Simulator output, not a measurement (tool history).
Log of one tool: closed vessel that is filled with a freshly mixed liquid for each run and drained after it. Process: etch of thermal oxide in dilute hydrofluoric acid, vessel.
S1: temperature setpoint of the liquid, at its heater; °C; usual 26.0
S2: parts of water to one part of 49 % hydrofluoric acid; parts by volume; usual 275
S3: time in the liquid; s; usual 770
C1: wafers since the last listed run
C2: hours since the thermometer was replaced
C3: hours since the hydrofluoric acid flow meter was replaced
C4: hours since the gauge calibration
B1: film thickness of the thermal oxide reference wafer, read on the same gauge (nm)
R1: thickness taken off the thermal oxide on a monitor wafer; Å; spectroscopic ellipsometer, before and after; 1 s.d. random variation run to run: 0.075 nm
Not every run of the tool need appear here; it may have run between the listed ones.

run	hour	S1	S2	S3	C1	C2	C3	C4	B1	R1
1	0.0	26.0	275	770	0	495.6	45.5	578.5	120.00	108.4
2	52.9	26.0	275	770	2849	548.5	98.4	631.4	119.98	110.1
3	100.1	26.0	275	770	2542	595.7	145.6	678.6	120.00	109.1
4	149.7	23.5	275	770	2671	645.3	195.2	728.2	120.01	98.3
5	233.8	23.5	275	770	4529	729.4	279.3	812.3	120.03	98.4
6	272.6	23.5	275	770	2089	768.2	318.1	851.1	120.00	99.4
7	338.0	26.0	275	475	3522	833.6	383.5	916.5	119.97	66.8
8	381.1	26.0	275	475	2321	876.7	426.6	959.6	119.98	66.1
9	469.6	26.0	275	770	4766	965.2	515.1	1048.1	120.04	107.4
# hour 526.2: thermometer replaced
10	544.9	26.0	275	770	4001	18.7	590.4	1123.4	119.98	109.4
11	599.0	26.0	275	770	2913	72.8	644.5	1177.5	120.02	109.0
12	674.8	26.0	275	470	4082	148.6	720.3	1253.3	120.02	67.1
13	749.3	26.0	220	1050	4012	223.1	794.8	1327.8	119.99	196.9
14	789.1	26.0	220	1050	2143	262.9	834.6	1367.6	120.00	194.5
# hour 812.7: gauge calibrated
15	829.6	26.0	220	1050	2181	303.4	875.1	16.9	120.04	196.6
# hour 889.7: hydrofluoric acid flow meter replaced
16	915.1	29.0	275	770	4550	388.9	25.4	102.4	120.00	119.2
17	963.9	23.5	220	985	2628	437.7	74.2	151.2	119.98	169.3
18	1062.3	29.0	370	575	5299	536.1	172.6	249.6	120.01	60.4
19	1136.9	27.5	220	770	4017	610.7	247.2	324.2	120.02	150.8
20	1214.9	23.0	385	575	4200	688.7	325.2	402.2	120.07	47.3
21	1291.1	26.0	275	770	4103	764.9	401.4	478.4	119.97	108.1
22	1327.4	24.5	175	360	1955	801.2	437.7	514.7	120.00	82.5
23	1375.0	26.0	275	770	2563	848.8	485.3	562.3	119.98	106.3
24	1444.6	26.0	275	770	3748	918.4	554.9	631.9	119.96	106.3
# hour 1526.0: thermometer replaced
25	1532.2	27.5	175	890	4664	6.2	642.5	719.5	119.98	238.1
26	1587.1	28.0	385	1055	2956	61.1	697.4	774.4	119.99	102.1
27	1671.9	28.5	390	770	4567	145.9	782.2	859.2	119.99	74.6
28	1771.0	26.0	275	770	5337	245.0	881.3	958.3	120.04	108.9
# hour 1803.2: hydrofluoric acid flow meter replaced
29	1880.6	26.0	275	770	5848	354.6	77.4	1067.9	120.00	107.6
30	1973.4	28.5	275	770	4998	447.4	170.2	1160.7	119.99	118.8
31	2049.3	28.5	320	465	4087	523.3	246.1	1236.6	119.99	58.6
32	2215.5	26.0	275	770	8951	689.5	412.3	1402.8	120.04	106.5

List, for all runs, the conditions of the tool that the log does not record:
hydrofluoric acid flow above the setpoint (%): 0 at every run
gauge reads high (%): 0 at every run
H1: liquid colder than its thermometer reads (K)
run	H1
1	0.519
2	0.573
3	0.621
4	0.672
5	0.757
6	0.797
7	0.863
8	0.907
9	0.997
10	0.289
11	0.344
12	0.421
13	0.497
14	0.537
15	0.578
16	0.665
17	0.715
18	0.815
19	0.891
20	0.97
21	1.05
22	1.08
23	1.13
24	1.2
25	0.092
26	0.148
27	0.234
28	0.335
29	0.446
30	0.541
31	0.618
32	0.787
